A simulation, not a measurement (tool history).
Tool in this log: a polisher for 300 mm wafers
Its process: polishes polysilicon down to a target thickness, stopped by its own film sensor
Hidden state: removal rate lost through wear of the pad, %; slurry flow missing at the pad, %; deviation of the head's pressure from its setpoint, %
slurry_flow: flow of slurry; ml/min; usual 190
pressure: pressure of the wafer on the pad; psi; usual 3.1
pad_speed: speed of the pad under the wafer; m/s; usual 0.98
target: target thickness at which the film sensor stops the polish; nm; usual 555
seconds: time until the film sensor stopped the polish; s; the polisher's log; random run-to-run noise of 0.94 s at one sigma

run	hour	slurry_flow	pressure	pad_speed	target	wafers since the last listed run	wafers polished on this pad	hours since the slurry nozzle was cleaned	hours since the head pressure was calibrated	incoming thickness of the incoming film, nm	seconds
1	0	190	3.1	0.98	427	0	2087	179.3	146.9	1062.6	88.5
2	32.6	190	3.1	0.98	427	349	2437	211.9	179.5	1037	87.5
# hour 37.9: worn pad replaced by a new one
3	65.4	190	3.1	0.78	555	308	294	244.7	212.3	1053.8	79.4
# hour 107.9: slurry nozzle cleaned
4	158	190	3.1	0.78	555	981	1276	50.1	304.9	1062.9	80.2
5	187.4	190	3.1	0.78	555	314	1591	79.5	334.3	1067.4	84
6	212.6	190	2.4	0.98	555	269	1861	104.7	359.5	1064.3	83.5
7	236.2	190	2.4	0.98	555	252	2114	128.3	383.1	1055.5	86.2
8	254.4	190	2.4	0.98	555	194	2309	146.5	401.3	1059.9	85.5
9	283.5	190	3.1	0.98	555	311	2620	175.6	430.4	1049.4	67.1
# hour 290.5: worn pad replaced by a new one
10	304.9	190	3.1	0.98	555	186	153	197	451.8	1054	63.6
11	323.4	190	3.1	0.98	555	198	352	215.5	470.3	1056.4	65.7
12	337.9	190	3.1	0.98	555	155	507	230	484.8	1079.7	67
13	350.4	190	3.1	0.98	555	133	641	242.5	497.3	1056.2	65.9
# hour 363.7: slurry nozzle cleaned
14	372	250	3.1	0.76	555	220	862	8.3	518.9	1074.3	82.2
# hour 378.2: head pressure recalibrated
15	399.7	190	3.1	0.98	555	275	1137	36	21.5	1073.6	68.8
16	452.3	190	3.1	0.98	555	563	1701	88.6	74.1	1079.8	68.9
17	468.5	190	3.1	0.98	684	173	1874	104.8	90.3	1058.4	51.8
18	486.9	190	2.3	0.98	555	197	2071	123.2	108.7	1039.8	85.1
# hour 495.4: worn pad replaced by a new one
19	498.9	170	3.4	0.64	387	85	37	135.2	120.7	1071.1	121
20	520.2	190	2	0.98	724	228	265	156.5	142	1073.9	62.5
21	534.9	190	2.8	0.98	666	157	422	171.2	156.7	1049.9	54
22	550.1	190	4	1.3	555	162	585	186.4	171.9	1059.1	41.9
23	577.2	190	3.1	0.98	427	290	875	213.5	199	1064.7	84.3
24	600.6	205	2.3	0.98	555	250	1126	236.9	222.4	1062.4	83.8
25	626	190	3.1	1.16	472	272	1398	262.3	247.8	1041.2	66
# hour 630.4: slurry nozzle cleaned
26	644.2	190	3.1	0.98	555	184	1583	13.8	266	1082.3	71
27	665.2	150	4.2	1.22	555	224	1808	34.8	287	1058.8	45.8
28	678.8	190	3.8	0.98	612	145	1953	48.4	300.6	1058.2	51.3
# hour 696.2: worn pad replaced by a new one
29	696.7	140	4	0.98	555	148	5	66.3	318.5	1060.4	55.6
30	721.8	190	3.1	0.98	555	268	274	91.4	343.6	1071.3	66.3
31	733.9	170	3.9	0.88	700	129	403	103.5	355.7	1049.2	43.1
32	769.1	190	3.1	0.98	427	377	781	138.7	390.9	1079.1	86.3
33	803.3	140	4	0.98	555	366	1147	172.9	425.1	1072.3	60.1
34	819.2	190	3.1	0.98	555	170	1317	188.8	441	1075.2	70.9
35	834	220	3.1	1.1	555	158	1476	203.6	455.8	1060.6	61.9
# hour 849.8: head pressure recalibrated
36	863	160	3.1	0.98	609	289	1765	232.6	13.2	1068.5	65.7

What if the next run were any one of these 5? Each begins from the tool's condition after run 36:
A	863.4	190	3.1	0.98	555	4	1769	233	13.6	1046.5	?
B	863.4	190	3.1	0.98	615	4	1769	233	13.6	1046.5	?
C	863.4	220	3.5	1.08	555	4	1769	233	13.6	1046.5	?
D	863.4	190	2.7	0.8	681	4	1769	233	13.6	1046.5	?
E	863.4	160	2.3	0.98	555	4	1769	233	13.6	1046.5	?

run	seconds
A	68.1
B	59.8
C	55.3
D	68
E	88.7
With no hidden state in the tool, these same runs would have given:
run	seconds
A	63.6
B	55.8
C	51.6
D	63.5
E	82.8
